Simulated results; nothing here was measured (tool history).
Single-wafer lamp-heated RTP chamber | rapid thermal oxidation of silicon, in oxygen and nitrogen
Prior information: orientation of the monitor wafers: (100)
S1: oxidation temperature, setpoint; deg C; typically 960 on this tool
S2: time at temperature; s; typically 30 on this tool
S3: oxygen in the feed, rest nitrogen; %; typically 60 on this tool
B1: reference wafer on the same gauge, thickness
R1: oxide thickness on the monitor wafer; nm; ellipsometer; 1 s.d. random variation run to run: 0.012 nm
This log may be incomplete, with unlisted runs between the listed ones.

run 1 hour=0 | S1=960 S2=30 S3=60 | B1=3.437 | R1=3.16
-- hour=14.8 gauge calibrated
run 2 hour=15.5 | S1=960 S2=30 S3=60 | B1=3.444 | R1=3.163
run 3 hour=25.2 | S1=960 S2=30 S3=60 | B1=3.438 | R1=3.168
run 4 hour=35.9 | S1=960 S2=40 S3=49 | B1=3.438 | R1=3.323
run 5 hour=43.5 | S1=960 S2=40 S3=49 | B1=3.434 | R1=3.318
run 6 hour=49.7 | S1=960 S2=30 S3=60 | B1=3.439 | R1=3.188
run 7 hour=66.6 | S1=960 S2=30 S3=60 | B1=3.436 | R1=3.144
run 8 hour=82.9 | S1=960 S2=30 S3=60 | B1=3.445 | R1=3.19
-- hour=90.9 pyrometer window cleaned and pyrometer calibrated
run 9 hour=97.1 | S1=960 S2=30 S3=60 | B1=3.439 | R1=3.244
run 10 hour=108.2 | S1=960 S2=30 S3=60 | B1=3.437 | R1=3.279
run 11 hour=115.5 | S1=960 S2=30 S3=60 | B1=3.442 | R1=3.26
run 12 hour=130.5 | S1=945 S2=17 S3=38 | B1=3.438 | R1=2.431
-- hour=142.7 pyrometer window cleaned and pyrometer calibrated, repeated, since the last time left the tool worse
run 13 hour=143.2 | S1=960 S2=21 S3=32 | B1=3.445 | R1=2.51
run 14 hour=181.6 | S1=935 S2=30 S3=35 | B1=3.435 | R1=2.539
-- hour=189.9 gauge calibrated
-- hour=202.4 oxygen flow controller replaced
run 15 hour=202.9 | S1=938 S2=30 S3=60 | B1=3.442 | R1=2.804
run 16 hour=205.6 | S1=936 S2=30 S3=40 | B1=3.445 | R1=2.591
run 17 hour=221.4 | S1=960 S2=35 S3=77 | B1=3.442 | R1=3.47
run 18 hour=235.6 | S1=960 S2=16 S3=77 | B1=3.444 | R1=2.717
run 19 hour=249.2 | S1=972 S2=30 S3=82 | B1=3.444 | R1=3.609
run 20 hour=258.8 | S1=960 S2=30 S3=60 | B1=3.437 | R1=3.118
run 21 hour=267.3 | S1=960 S2=30 S3=60 | B1=3.438 | R1=3.115
run 22 hour=275.8 | S1=984 S2=26 S3=32 | B1=3.437 | R1=2.94
run 23 hour=292.3 | S1=945 S2=17 S3=38 | B1=3.439 | R1=2.373

Predict each of these 5 candidate next runs independently; none follows another, all start after run 23:
run A hour=292.8 | S1=960 S2=30 S3=60 | B1=? | R1=?
run B hour=292.8 | S1=960 S2=30 S3=75 | B1=? | R1=?
run C hour=292.8 | S1=944 S2=18 S3=85 | B1=? | R1=?
run D hour=292.8 | S1=990 S2=30 S3=40 | B1=? | R1=?
run E hour=292.8 | S1=960 S2=16 S3=60 | B1=? | R1=?

run=A B1=3.439 R1=3.098
run=B B1=3.439 R1=3.272
run=C B1=3.439 R1=2.668
run=D B1=3.439 R1=3.3
run=E B1=3.439 R1=2.605
Without the tool's unlogged condition, the same runs would have read:
run=A R1=3.021
run=B R1=3.183
run=C R1=2.615
run=D R1=3.214
run=E R1=2.557
